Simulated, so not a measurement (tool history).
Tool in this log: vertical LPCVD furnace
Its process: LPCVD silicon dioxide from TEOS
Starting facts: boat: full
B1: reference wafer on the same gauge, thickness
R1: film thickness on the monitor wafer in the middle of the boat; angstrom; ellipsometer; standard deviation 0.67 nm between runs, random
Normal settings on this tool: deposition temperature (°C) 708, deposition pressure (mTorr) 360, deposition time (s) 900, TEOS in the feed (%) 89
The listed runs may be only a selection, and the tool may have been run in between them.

Run 1, hour 0.0: usual settings but deposition time (s) 690; B1 169.25. Result: R1 1173.6 angstrom.
Run 2, hour 9.7: usual settings but deposition time (s) 690; B1 168.88. Result: R1 1171.7 angstrom.
Run 3, hour 16.8: usual settings but deposition temperature (°C) 713, deposition pressure (mTorr) 425; B1 169.16. Result: R1 1862.6 angstrom.
Run 4, hour 30.0: usual settings but deposition temperature (°C) 713, deposition pressure (mTorr) 425; B1 169.11. Result: R1 1862.4 angstrom.
Run 5, hour 39.2: usual settings but deposition temperature (°C) 713, deposition pressure (mTorr) 425; B1 168.96. Result: R1 1868.8 angstrom.
Run 6, hour 52.1: usual settings; B1 169.12. Result: R1 1534.9 angstrom.
Run 7, hour 63.6: usual settings; B1 169.10. Result: R1 1527.2 angstrom.
Run 8, hour 70.7: usual settings; B1 169.14. Result: R1 1526.5 angstrom.
Run 9, hour 86.7: usual settings but deposition temperature (°C) 713; B1 169.15. Result: R1 1711.9 angstrom.
Run 10, hour 92.9: usual settings but deposition temperature (°C) 713; B1 168.97. Result: R1 1695.5 angstrom.
Run 11, hour 100.1: usual settings; B1 168.79. Result: R1 1533.3 angstrom.
Run 12, hour 112.3: usual settings; B1 168.93. Result: R1 1521.2 angstrom.
Run 13, hour 128.8: usual settings; B1 168.98. Result: R1 1529.0 angstrom.
Run 14, hour 142.2: usual settings; B1 169.03. Result: R1 1521.2 angstrom.
Run 15, hour 158.5: usual settings; B1 169.00. Result: R1 1518.6 angstrom.
Run 16, hour 183.4: usual settings but TEOS in the feed (%) 83; B1 169.35. Result: R1 1458.0 angstrom.
Run 17, hour 187.8: usual settings but deposition pressure (mTorr) 390, TEOS in the feed (%) 77; B1 168.89. Result: R1 1480.5 angstrom.
Run 18, hour 200.4: usual settings; B1 169.14. Result: R1 1531.1 angstrom.
Run 19, hour 207.4: usual settings but deposition pressure (mTorr) 280, TEOS in the feed (%) 74; B1 168.85. Result: R1 1225.7 angstrom.
Run 20, hour 219.7: usual settings but deposition temperature (°C) 696, deposition pressure (mTorr) 450, deposition time (s) 540, TEOS in the feed (%) 82; B1 168.84. Result: R1 745.5 angstrom.
Run 21, hour 228.1: usual settings but deposition temperature (°C) 714, deposition pressure (mTorr) 285, deposition time (s) 660, TEOS in the feed (%) 97; B1 168.88. Result: R1 1190.9 angstrom.
Run 22, hour 239.8: usual settings but deposition temperature (°C) 716, deposition pressure (mTorr) 280, deposition time (s) 1020; B1 168.75. Result: R1 1823.7 angstrom.
Run 23, hour 255.9: usual settings but deposition time (s) 690; B1 168.88. Result: R1 1161.7 angstrom.
Run 24, hour 290.7: usual settings but deposition temperature (°C) 711, deposition pressure (mTorr) 315, deposition time (s) 750; B1 169.09. Result: R1 1278.8 angstrom.
Run 25, hour 295.1: usual settings but deposition temperature (°C) 698, deposition pressure (mTorr) 320, deposition time (s) 990, TEOS in the feed (%) 75; B1 168.75. Result: R1 1148.1 angstrom.
Run 26, hour 302.6: usual settings; B1 168.77. Result: R1 1532.7 angstrom.
Run 27, hour 313.8: usual settings but deposition temperature (°C) 704, deposition pressure (mTorr) 335, deposition time (s) 720; B1 168.95. Result: R1 1076.0 angstrom.
Run 28, hour 327.3: usual settings but TEOS in the feed (%) 83; B1 168.96. Result: R1 1484.3 angstrom.
Run 29, hour 339.2: usual settings but deposition time (s) 570; B1 168.85. Result: R1 965.0 angstrom.
Run 30, hour 353.2: usual settings but deposition pressure (mTorr) 420, TEOS in the feed (%) 97; B1 169.06. Result: R1 1717.7 angstrom.
Run 31, hour 363.2: usual settings; B1 169.09. Result: R1 1524.6 angstrom.

Taken out of this log: 4 entries between the listed runs. Where each belongs, and how the hidden state differs across it:
From run 15 to run 16: gauge calibrated (hour 178.2); pressure gauge zeroed (hour 182.9)
  nothing in the hidden state changes from one run to the other
From run 23 to run 24: TEOS flow controller replaced (hour 288.2); thermocouples replaced and temperature profile calibrated (hour 290.2)
  nothing in the hidden state changes from one run to the other
